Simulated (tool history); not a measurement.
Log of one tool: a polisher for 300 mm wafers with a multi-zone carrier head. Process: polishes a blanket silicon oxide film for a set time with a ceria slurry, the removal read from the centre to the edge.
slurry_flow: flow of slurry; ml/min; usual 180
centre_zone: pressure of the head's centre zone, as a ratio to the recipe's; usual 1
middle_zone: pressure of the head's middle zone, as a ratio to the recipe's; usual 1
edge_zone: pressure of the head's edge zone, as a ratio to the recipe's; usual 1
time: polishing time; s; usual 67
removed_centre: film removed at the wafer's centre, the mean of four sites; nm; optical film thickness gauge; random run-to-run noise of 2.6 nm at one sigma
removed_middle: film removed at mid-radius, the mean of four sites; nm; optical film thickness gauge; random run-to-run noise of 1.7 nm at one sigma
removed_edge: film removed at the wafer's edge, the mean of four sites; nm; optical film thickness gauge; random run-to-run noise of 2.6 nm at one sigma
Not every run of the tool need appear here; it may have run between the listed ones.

run	hour	slurry_flow	centre_zone	middle_zone	edge_zone	time	incoming thickness of the incoming film, nm	removed_centre	removed_middle	removed_edge
1	0	180	1	1	1.07	67	1684.7	206.8	206.2	207.6
2	64.9	180	1	1	1.07	67	1626.2	208.6	206.4	205
# hour 88.9: slurry nozzle cleaned
3	128.6	180	1	1	1	67	1657.5	203.3	201.1	197
4	174.4	180	1	1	1	67	1651.8	204.8	202.7	195
5	222.7	180	1	1	1	67	1643.5	200.5	203.1	200.1
6	254	180	1.1	1	1.08	67	1646.4	222.3	200	200.9
# hour 304.6: centre zone pressure recalibrated
7	308.5	220	1.07	1	0.95	67	1617.4	220.6	209.1	200.6
8	336.6	180	1	1	1	67	1664.4	205.9	198.7	193.6
# hour 345.4: worn pad replaced by a new one, of another model than before
9	408	210	1	0.95	1	89	1643.5	286.2	274.2	272.6
10	449.7	180	0.93	0.89	1.08	87	1661	256.9	243.9	268
11	521.1	180	1.09	1	0.92	67	1677.7	221.2	204.7	190.4
# hour 562: edge zone pressure recalibrated
12	579.8	155	0.9	1	0.89	79	1655.3	203.2	227.4	218.8
13	618.2	180	1.07	1	1	67	1639.2	211.3	203.9	198.3
14	663.8	135	1	1	1	79	1683.2	210.5	210.9	213.9
# hour 705.7: worn pad replaced by a new one
15	716.3	180	1	1	1	67	1640.8	211.5	209.7	204.1
# hour 740.4: carrier head's membrane replaced by a new one
# hour 778.3: slurry nozzle cleaned
16	778.8	180	1	0.9	1.04	67	1644.1	209.4	186.9	202.5
17	809.7	220	1	1	1.11	67	1662.4	218.6	212.2	212.3
18	854.3	180	1.11	1	1.04	67	1651.4	226.7	203.3	206.7
19	937.6	180	1	1	1	67	1644.7	205.9	200.8	199.7
# hour 1077.4: worn pad replaced by a new one
20	1138.3	180	0.9	1	1	50	1647.6	140.7	154	153.4
# hour 1151.5: edge zone pressure recalibrated
21	1225.5	180	1	1	1	67	1633.5	203.6	204.5	196.8

What will run 22 give?
# hour 1327.1: centre zone pressure recalibrated
22	1376.5	180	1	1.07	1	67	1645.5	?	?	?

removed_centre: 206.5 nm
removed_middle: 213 nm
removed_edge: 196.5 nm
With no hidden state in the tool, this same run would have given removed_centre 217 nm, removed_middle 223.8 nm, removed_edge 206.6 nm.
